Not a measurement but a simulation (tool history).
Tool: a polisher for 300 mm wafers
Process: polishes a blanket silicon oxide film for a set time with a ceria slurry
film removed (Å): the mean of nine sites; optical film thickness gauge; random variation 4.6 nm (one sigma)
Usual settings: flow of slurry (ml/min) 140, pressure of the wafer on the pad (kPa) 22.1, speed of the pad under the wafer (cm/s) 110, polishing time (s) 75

| run | hour | flow of slurry (ml/min) | pressure of the wafer on the pad (kPa) | speed of the pad under the wafer (cm/s) | polishing time (s) | incoming thickness of the incoming film, nm | film removed (Å) |
|---|---|---|---|---|---|---|---|
| 1 | 0 | 140 | 22.1 | 110 | 75 | 1347 | 3632 |
| 2 | 35.7 | 140 | 22.1 | 110 | 75 | 1363.2 | 3465 |
| 3 | 55.6 | 140 | 22.1 | 110 | 75 | 1331.7 | 3425 |
|  | 72.4 | worn pad replaced by a new one |
| 4 | 72.9 | 140 | 22.1 | 110 | 75 | 1335.7 | 3572 |
| 5 | 103.5 | 140 | 22.1 | 102 | 75 | 1336.9 | 3395 |
| 6 | 134.7 | 140 | 22.1 | 102 | 75 | 1347.6 | 3290 |
| 7 | 152.9 | 140 | 22.1 | 102 | 75 | 1368.8 | 3258 |
| 8 | 184 | 140 | 22.1 | 110 | 54 | 1350.5 | 2390 |
| 9 | 204.2 | 140 | 22.1 | 110 | 54 | 1338.8 | 2282 |
|  | 209.3 | worn pad replaced by a new one |
| 10 | 221.9 | 140 | 22.1 | 110 | 54 | 1347.5 | 2652 |
| 11 | 240.9 | 140 | 25.5 | 80 | 75 | 1347.3 | 3115 |
| 12 | 267.7 | 140 | 25.5 | 80 | 75 | 1339.5 | 3008 |
| 13 | 300.3 | 140 | 22.1 | 110 | 75 | 1340 | 3477 |
|  | 322 | worn pad replaced by a new one |
| 14 | 334.8 | 140 | 22.1 | 110 | 75 | 1345.9 | 3622 |
| 15 | 354.3 | 140 | 19.3 | 90 | 75 | 1354 | 2885 |
|  | 367.2 | head pressure recalibrated |
| 16 | 378 | 140 | 22.1 | 110 | 75 | 1341.3 | 3519 |
| 17 | 399.9 | 140 | 22.1 | 110 | 75 | 1341.7 | 3582 |
| 18 | 423.1 | 140 | 16.5 | 110 | 75 | 1310.5 | 2920 |
|  | 439.2 | worn pad replaced by a new one |
| 19 | 439.7 | 110 | 24.1 | 110 | 55 | 1363.2 | 2568 |
| 20 | 452.4 | 120 | 28.3 | 110 | 75 | 1337.8 | 4011 |
|  | 489.2 | slurry nozzle cleaned |
| 21 | 510.7 | 140 | 22.1 | 102 | 75 | 1336.1 | 3318 |
| 22 | 538.5 | 180 | 29 | 84 | 87 | 1353.9 | 3925 |
|  | 549.8 | worn pad replaced by a new one |
| 23 | 558.7 | 165 | 20 | 110 | 75 | 1349.3 | 3482 |
| 24 | 592.4 | 140 | 22.1 | 110 | 90 | 1351.7 | 4307 |
| 25 | 615.8 | 140 | 22.1 | 110 | 75 | 1342 | 3579 |
| 26 | 634.2 | 140 | 22.1 | 74 | 99 | 1322.3 | 3401 |

The tool's hidden state at each run:
slurry flow missing at the pad, %: 0 in every run
deviation of the head's pressure from its setpoint, %: 0 in every run
H1: removal rate lost through wear of the pad, %
| run | H1 |
|---|---|
| 1 | 1.85 |
| 2 | 4.41 |
| 3 | 6.55 |
| 4 | 0.97 |
| 5 | 1.59 |
| 6 | 3.46 |
| 7 | 5.13 |
| 8 | 8.96 |
| 9 | 12.1 |
| 10 | 0.816 |
| 11 | 1.35 |
| 12 | 2.9 |
| 13 | 6.02 |
| 14 | 0.23 |
| 15 | 0.794 |
| 16 | 2.13 |
| 17 | 4.01 |
| 18 | 6.67 |
| 19 | 1.48 |
| 20 | 1.59 |
| 21 | 4.75 |
| 22 | 7.79 |
| 23 | 0.386 |
| 24 | 1.5 |
| 25 | 3.13 |
| 26 | 4.9 |
